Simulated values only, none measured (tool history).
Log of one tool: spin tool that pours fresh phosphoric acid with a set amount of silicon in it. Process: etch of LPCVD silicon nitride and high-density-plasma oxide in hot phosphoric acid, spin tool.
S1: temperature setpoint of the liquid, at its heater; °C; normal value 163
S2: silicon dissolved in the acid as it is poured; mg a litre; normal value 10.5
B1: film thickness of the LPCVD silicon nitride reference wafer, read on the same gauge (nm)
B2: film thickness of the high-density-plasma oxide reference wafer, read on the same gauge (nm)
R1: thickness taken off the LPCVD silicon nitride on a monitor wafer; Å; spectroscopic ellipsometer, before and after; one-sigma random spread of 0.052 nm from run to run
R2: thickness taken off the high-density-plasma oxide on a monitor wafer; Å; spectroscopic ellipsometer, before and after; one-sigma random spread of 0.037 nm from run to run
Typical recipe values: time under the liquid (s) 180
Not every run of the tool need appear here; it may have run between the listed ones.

{"run": 1, "day": 0.0, "S1": 164.5, "S2": 10.5, "time under the liquid (s)": 100, "B1": 141.09, "B2": 141.087, "R1": 100.1, "R2": 5.4}
{"day": 1.367, "done": "heated supply line repaired"}
{"day": 2.942, "done": "dissolved silicon flow meter replaced"}
{"run": 2, "day": 3.854, "S1": 163, "S2": 10.5, "time under the liquid (s)": 285, "B1": 141.3, "B2": 141.316, "R1": 270.6, "R2": 13.97}
{"day": 6.071, "done": "gauge calibrated"}
{"run": 3, "day": 8.083, "S1": 160.5, "S2": 5.5, "time under the liquid (s)": 215, "B1": 139.78, "B2": 139.785, "R1": 185.7, "R2": 9.24}
{"run": 4, "day": 12.533, "S1": 161.5, "S2": 5.5, "time under the liquid (s)": 180, "B1": 139.8, "B2": 139.808, "R1": 160.6, "R2": 9.17}
{"run": 5, "day": 14.742, "S1": 163, "S2": 10.5, "time under the liquid (s)": 180, "B1": 139.81, "B2": 139.812, "R1": 169.4, "R2": 8.52}
{"run": 6, "day": 19.062, "S1": 161.5, "S2": 16, "time under the liquid (s)": 180, "B1": 139.85, "B2": 139.849, "R1": 160.7, "R2": 7.14}
{"run": 7, "day": 22.088, "S1": 165.5, "S2": 7.5, "time under the liquid (s)": 275, "B1": 139.92, "B2": 139.935, "R1": 279.7, "R2": 16.48}
{"run": 8, "day": 24.8, "S1": 163, "S2": 10.5, "time under the liquid (s)": 270, "B1": 139.99, "B2": 139.953, "R1": 254.1, "R2": 13.74}
{"run": 9, "day": 26.746, "S1": 164.5, "S2": 4, "time under the liquid (s)": 230, "B1": 140.02, "B2": 140.029, "R1": 226.6, "R2": 14.22}
{"run": 10, "day": 29.479, "S1": 163, "S2": 4, "time under the liquid (s)": 180, "B1": 140.08, "B2": 140.081, "R1": 169.4, "R2": 9.26}
{"run": 11, "day": 33.517, "S1": 165.5, "S2": 7, "time under the liquid (s)": 280, "B1": 140.22, "B2": 140.221, "R1": 286.2, "R2": 18.33}
{"day": 36.208, "done": "thermometer replaced"}
{"run": 12, "day": 37.104, "S1": 163, "S2": 10.5, "time under the liquid (s)": 180, "B1": 140.33, "B2": 140.322, "R1": 170.1, "R2": 8.8}
{"run": 13, "day": 40.388, "S1": 161.5, "S2": 18, "time under the liquid (s)": 125, "B1": 140.45, "B2": 140.444, "R1": 112, "R2": 4.08}
{"run": 14, "day": 44.288, "S1": 163, "S2": 10.5, "time under the liquid (s)": 180, "B1": 140.62, "B2": 140.605, "R1": 170.1, "R2": 8.49}

Run 15 comes next. What will it give?
{"run": 15, "day": 50.612, "S1": 163, "S2": 10.5, "time under the liquid (s)": 180, "B1": "?", "B2": "?", "R1": "?", "R2": "?"}

B1: 140.92
B2: 140.921
R1: 170.5 Å
R2: 8.4 Å
Minus the tool's unlogged condition, the same run would have read R1 169.4 Å, R2 8.35 Å.
